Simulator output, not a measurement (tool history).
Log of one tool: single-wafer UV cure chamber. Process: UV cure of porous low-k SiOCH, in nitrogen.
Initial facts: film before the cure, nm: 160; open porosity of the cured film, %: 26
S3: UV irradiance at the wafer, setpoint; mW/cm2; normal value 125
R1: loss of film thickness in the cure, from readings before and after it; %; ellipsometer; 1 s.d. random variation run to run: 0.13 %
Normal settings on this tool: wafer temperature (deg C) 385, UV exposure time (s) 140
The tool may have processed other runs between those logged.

{"run": 1, "day": 0.0, "wafer temperature (deg C)": 385, "UV exposure time (s)": 140, "S3": 153, "R1": 10.725}
{"run": 2, "day": 1.446, "wafer temperature (deg C)": 385, "UV exposure time (s)": 140, "S3": 153, "R1": 10.768}
{"run": 3, "day": 3.138, "wafer temperature (deg C)": 385, "UV exposure time (s)": 110, "S3": 125, "R1": 8.64}
{"run": 4, "day": 3.738, "wafer temperature (deg C)": 385, "UV exposure time (s)": 110, "S3": 125, "R1": 8.651}
{"run": 5, "day": 3.988, "wafer temperature (deg C)": 385, "UV exposure time (s)": 140, "S3": 125, "R1": 9.659}
{"day": 4.992, "done": "UV bulbs replaced"}
{"run": 6, "day": 5.012, "wafer temperature (deg C)": 385, "UV exposure time (s)": 160, "S3": 125, "R1": 12.395}
{"run": 7, "day": 5.429, "wafer temperature (deg C)": 385, "UV exposure time (s)": 160, "S3": 125, "R1": 12.566}
{"run": 8, "day": 5.9, "wafer temperature (deg C)": 385, "UV exposure time (s)": 140, "S3": 125, "R1": 11.762}
{"day": 6.379, "done": "quartz window cleaned"}
{"run": 9, "day": 6.396, "wafer temperature (deg C)": 385, "UV exposure time (s)": 140, "S3": 125, "R1": 11.862}
{"run": 10, "day": 7.142, "wafer temperature (deg C)": 385, "UV exposure time (s)": 140, "S3": 125, "R1": 11.699}
{"run": 11, "day": 7.575, "wafer temperature (deg C)": 385, "UV exposure time (s)": 140, "S3": 153, "R1": 12.807}
{"run": 12, "day": 8.225, "wafer temperature (deg C)": 391, "UV exposure time (s)": 165, "S3": 125, "R1": 12.117}
{"run": 13, "day": 8.642, "wafer temperature (deg C)": 385, "UV exposure time (s)": 85, "S3": 125, "R1": 9.335}
{"run": 14, "day": 9.054, "wafer temperature (deg C)": 385, "UV exposure time (s)": 140, "S3": 125, "R1": 11.458}
{"run": 15, "day": 9.367, "wafer temperature (deg C)": 402, "UV exposure time (s)": 165, "S3": 154, "R1": 13.505}
{"run": 16, "day": 9.721, "wafer temperature (deg C)": 405, "UV exposure time (s)": 140, "S3": 143, "R1": 12.06}
{"run": 17, "day": 10.183, "wafer temperature (deg C)": 385, "UV exposure time (s)": 140, "S3": 153, "R1": 12.236}
{"run": 18, "day": 10.858, "wafer temperature (deg C)": 366, "UV exposure time (s)": 140, "S3": 125, "R1": 10.988}
{"run": 19, "day": 11.154, "wafer temperature (deg C)": 385, "UV exposure time (s)": 140, "S3": 137, "R1": 11.711}

Alternative continuations, all from the tool just after run 19; predict every row:
{"run": "A", "day": 11.175, "wafer temperature (deg C)": 385, "UV exposure time (s)": 140, "S3": 125, "R1": "?"}
{"run": "B", "day": 11.175, "wafer temperature (deg C)": 367, "UV exposure time (s)": 175, "S3": 125, "R1": "?"}
{"run": "C", "day": 11.175, "wafer temperature (deg C)": 373, "UV exposure time (s)": 175, "S3": 95, "R1": "?"}
{"run": "D", "day": 11.175, "wafer temperature (deg C)": 402, "UV exposure time (s)": 140, "S3": 125, "R1": "?"}

run=A R1=11.179
run=B R1=11.866
run=C R1=10.721
run=D R1=11.485
What these runs would have given with no unlogged condition in the tool:
run=A R1=11.808
run=B R1=12.505
run=C R1=11.344
run=D R1=12.118
